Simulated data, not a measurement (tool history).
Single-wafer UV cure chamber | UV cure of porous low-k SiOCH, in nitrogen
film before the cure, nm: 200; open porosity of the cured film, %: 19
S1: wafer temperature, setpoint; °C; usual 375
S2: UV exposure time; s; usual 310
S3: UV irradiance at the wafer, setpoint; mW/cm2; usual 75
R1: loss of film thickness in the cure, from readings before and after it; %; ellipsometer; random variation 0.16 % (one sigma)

run,hour,S1,S2,S3,R1
1,0,375,310,75,10.991
# hour 9.3: quartz window cleaned
2,9.8,375,310,75,12.507
3,13.1,375,310,75,12.132
4,28.2,375,310,66,11.255
5,39.5,375,310,66,11.143
6,47.1,375,310,66,11.171
7,78.1,375,270,75,10.785
8,94.1,375,270,75,10.654
9,101.3,375,270,75,10.527
10,113.3,375,310,75,11.298
11,119.9,375,310,75,11.34
12,129.9,375,310,75,11.244
# hour 145: quartz window cleaned
13,145.5,389,310,75,12.398
14,147.1,389,310,75,12.383
# hour 179.3: UV bulbs replaced
15,192.7,389,310,75,11.939
16,198.8,375,310,75,11.586
17,206.5,375,310,75,11.156
18,245.7,387,185,51,7.294
19,255.3,388,470,103,15.018
20,263.3,375,310,98,12.112
21,272.5,381,445,59,11.626
# hour 291.6: quartz window cleaned
22,292.1,381,310,93,13.256
23,296,375,310,75,12.34
24,310.2,391,235,43,8.551
25,327.1,375,310,75,11.584
26,341.7,387,310,41,9.054
27,359.6,368,310,43,8.698
28,397,375,310,75,11.3
29,406.2,375,430,75,12.621
30,413.6,359,495,61,11.982
# hour 431.5: quartz window cleaned
31,432,375,380,109,15
32,442.4,369,140,64,7.606

3 ways to go on from here, each from the tool as it stands after run 32. What would each give?
A,442.9,375,190,75,?
B,442.9,391,495,105,?
C,442.9,375,470,75,?

run,R1
A,9.697
B,16.187
C,13.936
Without the tool's hidden state the same runs would have given:
run,R1
A,9.94
B,16.462
C,14.205
